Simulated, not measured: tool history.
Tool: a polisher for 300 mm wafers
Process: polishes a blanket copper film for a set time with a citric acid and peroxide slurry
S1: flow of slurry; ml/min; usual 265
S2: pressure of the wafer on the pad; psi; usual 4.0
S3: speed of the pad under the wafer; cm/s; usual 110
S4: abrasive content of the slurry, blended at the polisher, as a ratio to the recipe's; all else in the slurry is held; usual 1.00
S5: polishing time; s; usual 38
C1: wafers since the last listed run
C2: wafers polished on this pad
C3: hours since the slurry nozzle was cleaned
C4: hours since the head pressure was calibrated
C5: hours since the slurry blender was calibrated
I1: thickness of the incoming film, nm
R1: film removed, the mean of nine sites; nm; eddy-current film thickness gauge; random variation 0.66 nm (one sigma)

run,day,S1,S2,S3,S4,S5,C1,C2,C3,C4,C5,I1,R1
1,0.000,265,4.0,110,1.15,41,0,76,466.7,168.0,255.5,988.9,112.1
2,1.088,265,4.0,110,1.15,41,195,271,492.8,194.1,281.6,957.1,112.1
# day 1.488: slurry nozzle cleaned
3,2.454,305,4.0,110,1.00,38,237,509,23.2,226.9,314.4,968.8,101.5
4,3.146,305,4.0,110,1.00,38,124,633,39.8,243.5,331.0,969.3,101.6
5,4.096,305,4.0,110,1.00,38,170,804,62.6,266.3,353.8,958.9,101.5
# day 5.471: worn pad replaced by a new one
6,5.554,265,4.0,110,1.00,38,231,15,97.6,301.3,388.8,974.6,101.9
7,6.483,265,3.0,110,1.00,38,166,181,119.9,323.6,411.1,973.1,76.9
8,7.671,265,3.0,110,1.00,38,213,395,148.4,352.1,439.6,972.6,76.2
9,9.096,265,3.0,110,1.00,38,255,650,182.6,386.3,473.8,977.4,75.4
10,10.292,265,4.0,110,1.00,38,214,865,211.3,415.0,502.5,986.0,98.5
# day 10.675: slurry blender recalibrated
11,11.096,265,4.0,110,1.00,38,129,994,230.6,434.3,10.1,966.3,97.4
12,12.500,265,4.7,110,1.00,38,252,1247,264.3,468.0,43.8,970.0,111.3
# day 12.879: worn pad replaced by a new one
13,13.700,265,4.0,110,1.00,38,185,147,293.1,496.8,72.6,971.9,102.6
14,15.096,265,4.0,110,1.00,38,250,397,326.6,530.3,106.1,964.2,101.1
15,16.354,265,4.0,130,1.00,32,225,623,356.8,560.5,136.3,984.1,99.1
16,17.512,290,5.1,128,1.00,38,207,831,384.6,588.3,164.1,987.1,144.7
# day 18.583: worn pad replaced by a new one
17,18.712,265,5.1,110,1.00,49,185,23,413.4,617.1,192.9,981.0,166.0
# day 19.200: head pressure recalibrated
# day 19.312: slurry nozzle cleaned
18,20.058,265,3.4,110,0.70,38,219,242,17.9,20.6,225.2,971.5,80.8
19,21.050,265,4.0,74,1.15,38,178,420,41.7,44.4,249.0,986.9,69.6
20,21.729,265,2.8,110,1.00,38,121,542,58.0,60.7,265.3,985.4,71.6
21,22.771,325,4.0,110,1.00,44,186,729,83.0,85.7,290.3,956.1,119.2
22,23.596,170,4.9,144,1.00,49,148,877,102.8,105.5,310.1,986.6,187.5
23,24.742,265,4.0,110,1.00,38,205,1083,130.3,133.0,337.6,959.6,99.1
# day 24.917: worn pad replaced by a new one
24,25.571,265,4.0,110,1.00,38,118,117,150.2,152.9,357.5,981.2,101.3
25,26.204,265,4.4,92,1.00,38,113,231,165.4,168.1,372.7,983.4,92.9
26,27.404,340,4.0,110,0.90,38,215,446,194.2,196.9,401.5,975.1,101.2
27,27.933,265,3.3,110,1.00,28,94,541,206.9,209.6,414.2,965.9,61.1
28,28.875,265,4.0,110,1.00,38,169,710,229.5,232.2,436.8,964.2,98.4
# day 29.183: slurry blender recalibrated
29,29.808,265,4.8,110,1.00,45,152,863,251.9,254.6,15.0,968.8,136.2

Forecast each of these 5 alternatives for the next run:
A,29.825,265,4.0,110,1.25,38,2,866,252.3,255.0,15.4,980.6,?
B,29.825,265,4.0,98,1.30,38,2,866,252.3,255.0,15.4,980.6,?
C,29.825,265,4.0,110,1.20,38,2,866,252.3,255.0,15.4,980.6,?
D,29.825,290,3.3,110,1.00,38,2,866,252.3,255.0,15.4,980.6,?
E,29.825,265,4.0,126,0.85,38,2,866,252.3,255.0,15.4,980.6,?

run,R1
A,103.8
B,93.4
C,102.9
D,83.8
E,109.6
Without the tool's hidden state the same runs would have given:
run,R1
A,107.6
B,96.9
C,106.7
D,86.9
E,113.6
